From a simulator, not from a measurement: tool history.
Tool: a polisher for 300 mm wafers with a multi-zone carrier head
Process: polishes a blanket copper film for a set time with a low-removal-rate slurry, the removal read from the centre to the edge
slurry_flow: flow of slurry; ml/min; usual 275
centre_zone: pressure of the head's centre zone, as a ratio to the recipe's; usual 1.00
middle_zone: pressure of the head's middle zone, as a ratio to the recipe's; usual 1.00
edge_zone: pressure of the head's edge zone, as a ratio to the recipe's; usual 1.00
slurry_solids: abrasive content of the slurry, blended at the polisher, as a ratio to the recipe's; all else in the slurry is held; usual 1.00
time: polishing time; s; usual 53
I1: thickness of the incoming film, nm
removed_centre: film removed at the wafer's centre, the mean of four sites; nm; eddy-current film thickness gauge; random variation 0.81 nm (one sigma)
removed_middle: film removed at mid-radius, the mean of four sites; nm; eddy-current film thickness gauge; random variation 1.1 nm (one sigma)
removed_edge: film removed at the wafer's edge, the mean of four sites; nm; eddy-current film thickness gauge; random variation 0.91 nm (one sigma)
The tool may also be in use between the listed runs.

run 1 day=0.000 | slurry_flow=275 centre_zone=1.00 middle_zone=1.00 edge_zone=1.00 slurry_solids=1.00 time=53 | I1=751.1 | removed_centre=94.7 removed_middle=91.5 removed_edge=96.1
run 2 day=2.608 | slurry_flow=275 centre_zone=1.00 middle_zone=1.00 edge_zone=1.00 slurry_solids=1.00 time=53 | I1=755.7 | removed_centre=91.9 removed_middle=91.3 removed_edge=94.6
-- day=5.950 carrier head's membrane replaced by a new one
run 3 day=5.962 | slurry_flow=275 centre_zone=1.00 middle_zone=1.00 edge_zone=1.00 slurry_solids=0.90 time=53 | I1=755.7 | removed_centre=87.9 removed_middle=87.2 removed_edge=90.7
-- day=6.729 worn pad replaced by a new one
run 4 day=10.075 | slurry_flow=275 centre_zone=1.00 middle_zone=1.00 edge_zone=1.00 slurry_solids=0.90 time=53 | I1=748.9 | removed_centre=94.5 removed_middle=93.6 removed_edge=98.2
run 5 day=13.717 | slurry_flow=275 centre_zone=1.00 middle_zone=1.00 edge_zone=1.00 slurry_solids=1.00 time=59 | I1=739.3 | removed_centre=108.1 removed_middle=108.2 removed_edge=110.8
-- day=16.317 slurry nozzle cleaned
run 6 day=17.050 | slurry_flow=275 centre_zone=1.00 middle_zone=1.00 edge_zone=1.00 slurry_solids=1.00 time=59 | I1=758.2 | removed_centre=107.2 removed_middle=104.2 removed_edge=109.2
run 7 day=19.612 | slurry_flow=275 centre_zone=1.00 middle_zone=1.00 edge_zone=1.00 slurry_solids=1.00 time=59 | I1=737.8 | removed_centre=105.9 removed_middle=100.3 removed_edge=107.9
run 8 day=24.854 | slurry_flow=275 centre_zone=1.00 middle_zone=1.00 edge_zone=1.00 slurry_solids=1.00 time=53 | I1=747.2 | removed_centre=92.2 removed_middle=91.4 removed_edge=94.4
run 9 day=26.812 | slurry_flow=275 centre_zone=1.00 middle_zone=1.00 edge_zone=1.00 slurry_solids=1.00 time=53 | I1=734.6 | removed_centre=89.8 removed_middle=89.8 removed_edge=93.6
-- day=27.804 worn pad replaced by a new one
-- day=30.975 edge zone pressure recalibrated
run 10 day=34.358 | slurry_flow=250 centre_zone=0.95 middle_zone=1.12 edge_zone=1.00 slurry_solids=0.70 time=53 | I1=763.1 | removed_centre=75.4 removed_middle=83.8 removed_edge=80.9
run 11 day=36.350 | slurry_flow=275 centre_zone=1.00 middle_zone=0.91 edge_zone=0.94 slurry_solids=1.00 time=53 | I1=741.5 | removed_centre=85.6 removed_middle=78.8 removed_edge=85.2
-- day=37.167 slurry nozzle cleaned
run 12 day=38.925 | slurry_flow=275 centre_zone=1.08 middle_zone=0.95 edge_zone=1.00 slurry_solids=1.10 time=53 | I1=759.0 | removed_centre=94.7 removed_middle=80.6 removed_edge=88.0
run 13 day=42.692 | slurry_flow=275 centre_zone=1.00 middle_zone=1.00 edge_zone=1.00 slurry_solids=1.00 time=53 | I1=742.6 | removed_centre=83.2 removed_middle=81.4 removed_edge=84.2
-- day=43.642 worn pad replaced by a new one, repeated, since the last time left the tool worse
run 14 day=44.679 | slurry_flow=335 centre_zone=1.00 middle_zone=0.90 edge_zone=1.00 slurry_solids=1.25 time=53 | I1=749.6 | removed_centre=103.9 removed_middle=93.5 removed_edge=105.6
-- day=45.612 centre zone pressure recalibrated
run 15 day=47.342 | slurry_flow=275 centre_zone=1.00 middle_zone=1.09 edge_zone=0.96 slurry_solids=1.10 time=53 | I1=747.3 | removed_centre=97.7 removed_middle=105.0 removed_edge=100.0

The next listed run, before its measurement:
run 16 day=48.867 | slurry_flow=275 centre_zone=1.00 middle_zone=1.00 edge_zone=1.00 slurry_solids=1.00 time=53 | I1=743.8 | removed_centre=? removed_middle=? removed_edge=?

{"run 16": {"removed_centre": 98.1, "removed_middle": 95.8, "removed_edge": 99.8}}
Without the tool's hidden state the same run would have given removed_centre 98.6 nm, removed_middle 96.3 nm, removed_edge 100.3 nm.
